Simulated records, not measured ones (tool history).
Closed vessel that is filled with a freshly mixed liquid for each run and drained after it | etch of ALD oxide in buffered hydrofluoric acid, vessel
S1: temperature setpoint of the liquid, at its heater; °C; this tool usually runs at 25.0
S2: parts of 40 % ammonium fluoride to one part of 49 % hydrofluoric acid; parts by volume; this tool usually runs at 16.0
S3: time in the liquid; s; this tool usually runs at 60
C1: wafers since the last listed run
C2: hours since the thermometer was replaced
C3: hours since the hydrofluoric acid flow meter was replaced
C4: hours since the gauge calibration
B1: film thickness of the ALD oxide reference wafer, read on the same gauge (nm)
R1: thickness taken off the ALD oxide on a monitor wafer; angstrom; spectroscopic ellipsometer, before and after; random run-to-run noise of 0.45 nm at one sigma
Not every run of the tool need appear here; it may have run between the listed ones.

run,day,S1,S2,S3,C1,C2,C3,C4,B1,R1
1,0.000,25.0,16.0,60,0,1386.6,2308.9,5.1,130.01,960.7
2,1.050,25.0,16.0,60,2108,1411.8,2334.1,30.3,129.96,950.6
3,1.767,25.0,16.0,60,1439,1429.0,2351.3,47.5,129.97,969.1
4,2.338,25.0,11.5,60,1146,1442.7,2365.0,61.2,129.99,1323.4
5,2.750,25.0,14.0,60,828,1452.6,2374.9,71.1,130.02,1088.7
6,3.225,25.0,14.0,60,953,1464.0,2386.3,82.5,130.02,1095.4
7,3.492,21.0,16.0,60,535,1470.4,2392.7,88.9,130.03,766.2
8,4.071,25.0,16.0,85,1163,1484.3,2406.6,102.8,130.02,1353.1
9,4.454,25.0,16.0,85,769,1493.5,2415.8,112.0,129.97,1366.7
10,4.721,25.0,16.0,85,535,1499.9,2422.2,118.4,130.03,1363.9
11,6.846,25.0,13.0,60,4267,1550.9,2473.2,169.4,130.01,1181.7
12,7.412,25.0,12.0,40,1138,1564.5,2486.8,183.0,130.01,849.2
13,7.696,25.0,12.0,40,569,1571.3,2493.6,189.8,130.03,850.9
14,8.154,25.0,12.0,40,920,1582.3,2504.6,200.8,129.96,851.2
# day 8.479: hydrofluoric acid flow meter replaced
15,8.721,25.0,16.0,60,1054,1595.9,5.8,214.4,129.99,848.8
16,9.121,25.0,16.0,60,803,1605.5,15.4,224.0,130.01,850.5
17,9.412,26.5,16.0,60,585,1612.5,22.4,231.0,129.96,924.5
18,10.092,22.0,12.5,40,1363,1628.8,38.7,247.3,129.98,612.4
# day 10.300: gauge calibrated
19,10.692,21.0,18.0,50,1204,1643.2,53.1,9.4,129.98,506.4
20,10.983,25.0,16.0,60,585,1650.2,60.1,16.4,130.01,848.9
21,11.346,22.0,16.0,60,728,1658.9,68.8,25.1,130.00,724.0
22,11.729,25.0,16.0,60,769,1668.1,78.0,34.3,129.99,856.7
23,12.021,25.0,16.0,75,585,1675.1,85.0,41.3,129.98,1063.9
24,12.608,25.0,16.0,60,1179,1689.2,99.1,55.4,129.98,850.7
25,13.117,25.0,16.0,60,1020,1701.4,111.3,67.6,130.00,854.4
# day 13.504: thermometer replaced
26,13.592,25.0,21.5,40,870,2.1,122.7,79.0,129.99,436.3
27,14.233,20.5,10.0,60,1288,17.5,138.1,94.4,130.01,1048.9
28,14.521,22.5,16.0,75,577,24.4,145.0,101.3,130.03,931.8
29,15.150,25.0,16.0,60,1263,39.5,160.1,116.4,130.01,854.8
30,15.492,25.0,20.5,70,686,47.7,168.3,124.6,130.02,786.1
31,15.833,28.5,11.5,80,686,55.9,176.5,132.8,130.03,1898.1
32,16.454,27.5,20.0,70,1246,70.8,191.4,147.7,130.02,919.8
33,16.762,27.0,16.0,60,619,78.2,198.8,155.1,129.95,949.2
34,18.175,22.5,16.0,50,2836,112.1,232.7,189.0,129.99,622.8

Pick out some run-to-run changes in R1. Of each, how much would a tool without hidden state show as well, from the settings, what came in and chance, and how much is left for the hidden state and any gauge scatter not in both results compared?
Hidden conditions of the tool in this case: liquid hotter than its thermometer reads (K); hydrofluoric acid flow above the setpoint (%); gauge reads high (%).
Run 3 -> 4: S2 16.0 -> 11.5. R1 +354.3 angstrom: hidden state +41.5, all else +312.8.
Run 7 -> 8: S1 21.0 -> 25.0, S3 60 -> 85. R1 +586.9 angstrom: hidden state +71.1, all else +515.8.
Run 14 -> 15: S2 12.0 -> 16.0, S3 40 -> 60, hydrofluoric acid flow meter replaced. R1 -2.4 angstrom: hidden state -103.0, all else +100.6.
Run 26 -> 27: S1 25.0 -> 20.5, S2 21.5 -> 10.0, S3 40 -> 60. R1 +612.6 angstrom: hidden state +3.9, all else +608.7.
Run 30 -> 31: S1 25.0 -> 28.5, S2 20.5 -> 11.5, S3 70 -> 80. R1 +1112.0 angstrom: hidden state +16.0, all else +1096.0.
Run 31 -> 32: S1 28.5 -> 27.5, S2 11.5 -> 20.0, S3 80 -> 70. R1 -978.3 angstrom: hidden state -10.6, all else -967.7.
